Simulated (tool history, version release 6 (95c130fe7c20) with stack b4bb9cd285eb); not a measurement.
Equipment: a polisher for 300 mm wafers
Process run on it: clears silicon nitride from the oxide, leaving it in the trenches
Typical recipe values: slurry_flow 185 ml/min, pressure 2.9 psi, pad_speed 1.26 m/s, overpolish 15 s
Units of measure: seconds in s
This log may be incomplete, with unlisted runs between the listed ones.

| run | hour | slurry_flow | pressure | pad_speed | overpolish | incoming thickness of the incoming film, nm | seconds |
|---|---|---|---|---|---|---|---|
| 1 | 0 | 185 | 2.9 | 1.26 | 15 | 110.2 | 98 |
|  | 16.5 | slurry nozzle cleaned |
|  | 84.6 | head pressure recalibrated |
| 2 | 90.8 | 185 | 2.9 | 1.26 | 15 | 110.5 | 102.9 |
| 3 | 138 | 185 | 2.9 | 1.26 | 15 | 111.7 | 110.3 |
|  | 175.5 | worn pad replaced by a new one |
| 4 | 231.1 | 185 | 2.9 | 1.26 | 15 | 109.9 | 97.1 |
| 5 | 312.8 | 185 | 2.9 | 1.26 | 15 | 112.2 | 102.2 |
|  | 369.1 | head pressure recalibrated |
| 6 | 411.9 | 185 | 2.9 | 1.26 | 15 | 108.4 | 107.5 |
|  | 418 | worn pad replaced by a new one, of another model than before |
|  | 453.1 | slurry nozzle cleaned |
| 7 | 496.9 | 185 | 2.9 | 1.26 | 15 | 107.6 | 95.4 |
| 8 | 568 | 185 | 2.2 | 1.26 | 9 | 108.8 | 123.7 |
| 9 | 628 | 185 | 2.9 | 1.26 | 15 | 110.4 | 106.8 |
|  | 664.1 | head pressure recalibrated |
|  | 666.7 | worn pad replaced by a new one |
| 10 | 726.4 | 120 | 2.9 | 1.26 | 15 | 112.1 | 119.9 |
| 11 | 798.6 | 150 | 2.9 | 1.26 | 15 | 109 | 107.4 |
| 12 | 837.1 | 185 | 2.9 | 1.26 | 15 | 112.6 | 108.7 |
|  | 893.5 | slurry nozzle cleaned |
|  | 927.7 | worn pad replaced by a new one |
| 13 | 939.9 | 185 | 3.4 | 1.26 | 23 | 109.8 | 85.7 |
| 14 | 987.5 | 230 | 2.2 | 1 | 15 | 109.7 | 136.7 |
|  | 997.3 | head pressure recalibrated |
| 15 | 1061 | 185 | 2.9 | 1.26 | 15 | 110.3 | 102.2 |
|  | 1162.6 | worn pad replaced by a new one |
| 16 | 1163.1 | 205 | 2.9 | 1.26 | 15 | 109.3 | 93 |

Subtracting, for every run, the result it would have given without the tool's unlogged condition from the measured result gives the following. The same run-to-run variation enters both numbers; the gauge's scatter may not:
Hidden state at play: removal rate lost through wear of the pad, %; slurry flow missing at the pad, %; deviation of the head's pressure from its setpoint, %.
| run | seconds |
|---|---|
| 1 | +2.1 |
| 2 | +7.5 |
| 3 | +12.5 |
| 4 | +1.7 |
| 5 | +5.3 |
| 6 | +14.5 |
| 7 | +2.3 |
| 8 | +7.5 |
| 9 | +11.6 |
| 10 | +4 |
| 11 | +6.9 |
| 12 | +9.8 |
| 13 | +1.4 |
| 14 | +3.3 |
| 15 | +5.7 |
| 16 | +0.8 |

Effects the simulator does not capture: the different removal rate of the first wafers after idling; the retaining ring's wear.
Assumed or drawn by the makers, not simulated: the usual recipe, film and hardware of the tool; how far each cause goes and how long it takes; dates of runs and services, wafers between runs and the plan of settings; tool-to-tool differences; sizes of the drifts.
